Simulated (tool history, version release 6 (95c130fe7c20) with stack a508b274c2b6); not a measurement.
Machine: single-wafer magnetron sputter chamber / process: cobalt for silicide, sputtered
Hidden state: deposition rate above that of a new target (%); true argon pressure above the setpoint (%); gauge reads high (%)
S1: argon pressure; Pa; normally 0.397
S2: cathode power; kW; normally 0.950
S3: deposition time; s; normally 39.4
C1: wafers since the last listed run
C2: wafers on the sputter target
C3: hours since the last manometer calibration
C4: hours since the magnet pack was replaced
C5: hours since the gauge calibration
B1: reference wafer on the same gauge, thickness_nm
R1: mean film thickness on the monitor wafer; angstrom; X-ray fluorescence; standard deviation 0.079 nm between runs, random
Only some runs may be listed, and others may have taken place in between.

run	hour	S1	S2	S3	C1	C2	C3	C4	C5	B1	R1
1	0.0	0.397	0.950	39.4	0	615	146.0	4021.3	1524.2	21.513	185.67
2	51.8	0.397	0.950	39.4	954	1570	197.8	4073.1	1576.0	21.502	184.50
# hour 52.0: gauge calibrated
3	114.9	0.397	1.050	44.0	1162	2732	260.9	4136.2	62.9	21.498	228.75
4	173.8	0.397	0.950	39.4	1085	3818	319.8	4195.1	121.8	21.495	185.41
5	239.6	0.397	0.950	39.4	1212	5031	385.6	4260.9	187.6	21.502	183.49
6	330.7	0.397	0.950	39.4	1678	6709	476.7	4352.0	278.7	21.511	184.66
7	436.3	0.397	0.950	39.4	1946	8655	582.3	4457.6	384.3	21.475	184.51
8	472.9	0.350	1.150	39.4	674	9330	618.9	4494.2	420.9	21.513	227.57
# hour 542.2: sputter target and shields replaced
9	542.9	0.350	1.150	39.4	1142	12	688.9	4564.2	490.9	21.493	227.94
10	602.9	0.350	1.150	39.4	1105	1118	748.9	4624.2	550.9	21.507	228.21
11	669.4	0.298	0.950	37.3	1225	2343	815.4	4690.7	617.4	21.488	181.89
12	716.7	0.397	0.950	39.4	871	3215	862.7	4738.0	664.7	21.503	185.91
13	796.2	0.397	0.950	39.4	1465	4680	942.2	4817.5	744.2	21.521	184.62
14	854.3	0.397	0.950	39.4	1070	5751	1000.3	4875.6	802.3	21.500	185.57
15	950.0	0.397	0.950	39.4	1763	7514	1096.0	4971.3	898.0	21.491	184.27
16	1037.1	0.397	0.900	39.4	1605	9119	1183.1	5058.4	985.1	21.497	174.71
# hour 1108.2: sputter target and shields replaced
17	1133.9	0.397	0.900	39.4	1636	473	1279.9	5155.2	1081.9	21.483	175.31
# hour 1207.0: capacitance manometer re-zeroed and calibrated
18	1232.0	0.397	0.950	32.1	1660	2133	25.0	5253.3	1180.0	21.515	152.05
# hour 1256.8: magnet pack replaced
19	1304.2	0.553	0.850	39.4	1183	3316	97.2	47.4	1252.2	21.522	158.46
20	1595.5	0.397	0.950	39.4	5368	8684	388.5	338.7	1543.5	21.519	186.01
# hour 1658.5: sputter target and shields replaced
21	1659.0	0.520	0.950	39.4	1022	8	452.0	402.2	1607.0	21.475	177.61
# hour 1710.0: gauge calibrated
22	1731.6	0.397	0.950	39.4	1337	1346	524.6	474.8	21.6	21.509	184.93
23	1825.5	0.279	0.800	35.6	1730	3077	618.5	568.7	115.5	21.500	147.61
24	1875.2	0.551	0.950	31.8	915	3992	668.2	618.4	165.2	21.489	142.46
25	1948.7	0.516	1.050	44.1	1354	5347	741.7	691.9	238.7	21.505	220.26
26	1998.7	0.397	0.950	39.4	921	6268	791.7	741.9	288.7	21.480	184.42
27	2061.9	0.397	0.800	39.4	1164	7433	854.9	805.1	351.9	21.484	156.99
# hour 2229.0: capacitance manometer re-zeroed and calibrated
# hour 2343.1: sputter target and shields replaced
28	2344.6	0.519	1.050	34.5	4914	27	115.6	1087.8	634.6	21.499	173.60
29	2401.5	0.546	1.050	43.8	1048	1075	172.5	1144.7	691.5	21.483	218.06
30	2706.5	0.250	0.950	44.6	5620	6696	477.5	1449.7	996.5	21.520	222.14
31	2789.3	0.277	1.100	39.4	1525	8222	560.3	1532.5	1079.3	21.490	222.27
32	2896.6	0.397	0.950	32.6	1977	10199	667.6	1639.8	1186.6	21.483	153.57
33	2935.1	0.397	1.150	44.6	709	10909	706.1	1678.3	1225.1	21.524	252.31
# hour 3008.1: sputter target and shields replaced
34	3008.6	0.546	1.050	43.8	1207	10	779.6	1751.8	1298.6	21.494	216.15
35	3091.1	0.489	0.950	35.0	1520	1530	862.1	1834.3	1381.1	21.546	159.81

What if the next run were any one of these 3? Each begins from the tool's condition after run 35:
A	3091.5	0.473	0.950	39.4	7	1537	862.5	1834.7	1381.5	?	?
B	3091.5	0.327	0.850	39.4	7	1537	862.5	1834.7	1381.5	?	?
C	3091.5	0.479	0.950	39.4	7	1537	862.5	1834.7	1381.5	?	?

run	B1	R1
A	21.472	180.29
B	21.472	169.46
C	21.472	179.94
What these runs would have given with no unlogged condition in the tool:
run	R1
A	180.29
B	169.46
C	179.94

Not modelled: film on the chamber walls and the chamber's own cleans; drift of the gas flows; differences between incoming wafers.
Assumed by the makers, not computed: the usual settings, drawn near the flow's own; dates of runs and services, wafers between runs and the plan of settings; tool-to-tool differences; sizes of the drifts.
